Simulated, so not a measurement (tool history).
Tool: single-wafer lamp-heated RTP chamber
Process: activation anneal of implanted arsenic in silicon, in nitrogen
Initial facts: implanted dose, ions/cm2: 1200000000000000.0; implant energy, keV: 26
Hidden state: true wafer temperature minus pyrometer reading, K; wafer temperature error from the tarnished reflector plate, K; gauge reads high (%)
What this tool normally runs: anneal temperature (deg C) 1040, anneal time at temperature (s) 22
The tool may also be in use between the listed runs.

run   hour  anneal temperature (deg C)  anneal time at temperature (s)  wafers since the last listed run  wafers since the last pyrometer calibration  wafers since the reflector plate was cleaned  hours since the gauge calibration  read-back reference wafer on the same gauge, sheet resistance  sheet resistance of the implanted and annealed layer (ohm/square)
  1      0                        1040                              22                                 0                                          647                                         10731                              401.8                                                         117.97                                                             105.89
  2   15.4                        1040                              22                               232                                          879                                         10963                              417.2                                                          117.9                                                             105.67
  3   28.6                        1040                              22                               199                                         1079                                         11163                              430.4                                                         118.04                                                                106
  4  121.5                        1040                              22                              1402                                         2481                                         12566                              523.3                                                         118.11                                                             105.29
     139.3  -- pyrometer window cleaned and pyrometer calibrated
  5  153.2                        1040                              22                               357                                          209                                         12924                                555                                                         117.96                                                             107.09
  6  176.5                        1040                              22                               351                                          561                                         13275                              578.3                                                         117.96                                                             105.99
  7  205.8                        1040                              22                               442                                         1003                                         13718                              607.6                                                         117.94                                                             105.97
     247.1  -- reflector plate cleaned
  8  247.6                        1040                              22                               510                                         1514                                             6                              649.4                                                         117.97                                                             105.33
  9  271.2                        1040                              22                               356                                         1870                                           363                                673                                                         118.01                                                             105.18
 10  291.1                        1040                              22                               300                                         2171                                           663                              692.9                                                         118.06                                                             105.25
     319.6  -- pyrometer window cleaned and pyrometer calibrated
 11  320.1                        1040                              22                               317                                            7                                           980                              721.9                                                         118.04                                                             107.54
     350.4  -- gauge calibrated
 12  351.5                        1040                              22                               474                                          481                                          1455                                1.1                                                         117.96                                                             106.15
 13  375.8                        1040                              22                               366                                          848                                          1822                               25.4                                                          117.9                                                             105.96
 14  400.3                        1059                              29                               369                                         1218                                          2191                               49.9                                                            118                                                             100.38
 15  428.1                        1020                              26                               419                                         1638                                          2611                               77.7                                                         118.06                                                             108.45
 16  449.8                        1065                              29                               327                                         1965                                          2939                               99.4                                                         117.95                                                              98.61
 17  472.6                        1031                              18                               344                                         2310                                          3283                              122.2                                                         118.08                                                             109.15
 18  491.9                        1032                              32                               291                                         2601                                          3575                              141.5                                                         118.07                                                             103.63

Estimate the outcome of run 19 from the log above:
     511.6  -- pyrometer window cleaned and pyrometer calibrated
 19  523.8                        1065                              29                               360                                          184                                          3936                              173.4                                                              ?                                                                  ?

For run 19 the tool returned read-back reference wafer on the same gauge, sheet resistance 117.92, sheet resistance of the implanted and annealed layer (ohm/square) 99.47.
Were there no unlogged condition in the tool, this run, its random variation unchanged, would have produced sheet resistance of the implanted and annealed layer (ohm/square) 99.74.
